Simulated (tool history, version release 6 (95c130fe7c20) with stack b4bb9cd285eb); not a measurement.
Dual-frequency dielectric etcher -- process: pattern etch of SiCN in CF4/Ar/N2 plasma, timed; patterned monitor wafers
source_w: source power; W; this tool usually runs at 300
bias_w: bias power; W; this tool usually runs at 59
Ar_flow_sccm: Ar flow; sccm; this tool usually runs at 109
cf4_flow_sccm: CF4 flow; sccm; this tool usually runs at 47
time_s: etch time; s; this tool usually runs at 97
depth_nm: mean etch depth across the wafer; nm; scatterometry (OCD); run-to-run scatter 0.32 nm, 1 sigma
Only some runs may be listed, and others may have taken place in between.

run,hour,source_w,bias_w,Ar_flow_sccm,cf4_flow_sccm,time_s,wafers since the last listed run,hours since the last wet clean,hours since the last source power generator calibration,hours since the last bias power generator calibration,hours since the last Ar flow controller change,hours since the last CF4 flow controller change,hours since the last upper electrode change,hours since the gauge calibration,"read-back reference wafer on the same gauge, depth_nm",depth_nm
1,0,300,71,109,47,97,0,336.2,65.5,3564.2,4132.4,1940.6,3554,564.8,52.9,53.4
2,8.5,370,59,109,47,71.5,68,344.7,74,3572.7,4140.9,1949.1,3562.5,573.3,52.9,46.7
# hour 14.7: gauge calibrated
# hour 23.3: CF4 flow controller replaced
3,23.7,300,71,116,47,97,74,359.9,89.2,3587.9,4156.1,0.4,3577.7,9,52.8,53.2
4,36.6,350,53,109,47,97,103,372.8,102.1,3600.8,4169,13.3,3590.6,21.9,53,57.6
# hour 44.9: Ar flow controller replaced
5,49.6,300,59,109,47,97,56,385.8,115.1,3613.8,4.7,26.3,3603.6,34.9,52.9,50.8
6,60.3,300,47,109,39,75.5,86,396.5,125.8,3624.5,15.4,37,3614.3,45.6,53,35.8
# hour 74.8: bias power generator calibrated
7,75.3,300,59,128,47,79.5,88,411.5,140.8,0.5,30.4,52,3629.3,60.6,53,40.8
# hour 100.9: wet clean of the chamber
8,101.4,300,59,109,47,97,16,0.5,166.9,26.6,56.5,78.1,3655.4,86.7,53,53.4
9,101.8,300,59,109,47,97,3,0.9,167.3,27,56.9,78.5,3655.8,87.1,52.9,52.7
# hour 147.9: upper electrode replaced
10,148.4,300,48,123,54,97,182,47.5,213.9,73.6,103.5,125.1,0.5,133.7,53,50.5
11,148.8,300,59,84,47,97,3,47.9,214.3,74,103.9,125.5,0.9,134.1,52.9,54.9
12,151.1,300,59,109,47,113.5,18,50.2,216.6,76.3,106.2,127.8,3.2,136.4,52.9,61.9
13,160.8,340,59,109,47,97,78,59.9,226.3,86,115.9,137.5,12.9,146.1,52.9,60
14,176.8,330,74,109,47,97,128,75.9,242.3,102,131.9,153.5,28.9,162.1,52.9,62.3
15,191.1,300,59,122,56,74.5,115,90.2,256.6,116.3,146.2,167.8,43.2,176.4,52.8,40.9
16,198.6,300,59,109,47,82,60,97.7,264.1,123.8,153.7,175.3,50.7,183.9,52.9,44.2
17,208,300,59,99,47,97,75,107.1,273.5,133.2,163.1,184.7,60.1,193.3,53,52.9
18,233.9,320,52,100,47,97,208,133,299.4,159.1,189,210.6,86,219.2,52.9,54.8
19,243.4,300,59,91,47,80,76,142.5,308.9,168.6,198.5,220.1,95.5,228.7,53,44.2
20,252.6,250,55,109,43,87,74,151.7,318.1,177.8,207.7,229.3,104.7,237.9,52.9,37.1
21,266.9,300,59,109,47,97,115,166,332.4,192.1,222,243.6,119,252.2,52.9,51.9
22,281.6,300,59,109,47,89.5,118,180.7,347.1,206.8,236.7,258.3,133.7,266.9,52.9,47.3

Across each entry between runs, compare the hidden state at the last listed run before it with the hidden state at the first listed run after it:
In the gap between runs 2 and 3: gauge calibrated (hour 14.7); CF4 flow controller replaced (hour 23.3)
  etch rate over this chamber's usual, %: -3.72 -> -3.9
  what was measured, less what the result would be without the hidden state, depth_nm: -1.8 -> -2.1 nm
In the gap between runs 4 and 5: Ar flow controller replaced (hour 44.9)
  etch rate over this chamber's usual, %: -4.06 -> -4.21
  what was measured, less what the result would be without the hidden state, depth_nm: -2.4 -> -2.2 nm
In the gap between runs 6 and 7: bias power generator calibrated (hour 74.8)
  etch rate over this chamber's usual, %: -4.34 -> -4.51
  what was measured, less what the result would be without the hidden state, depth_nm: -1.7 -> -1.9 nm
In the gap between runs 7 and 8: wet clean of the chamber (hour 100.9)
  etch rate over this chamber's usual, %: -4.51 -> -0.295
  what was measured, less what the result would be without the hidden state, depth_nm: -1.9 -> -0.2 nm
In the gap between runs 9 and 10: upper electrode replaced (hour 147.9)
  etch rate over this chamber's usual, %: -0.299 -> -0.85
  what was measured, less what the result would be without the hidden state, depth_nm: -0.2 -> -0.4 nm
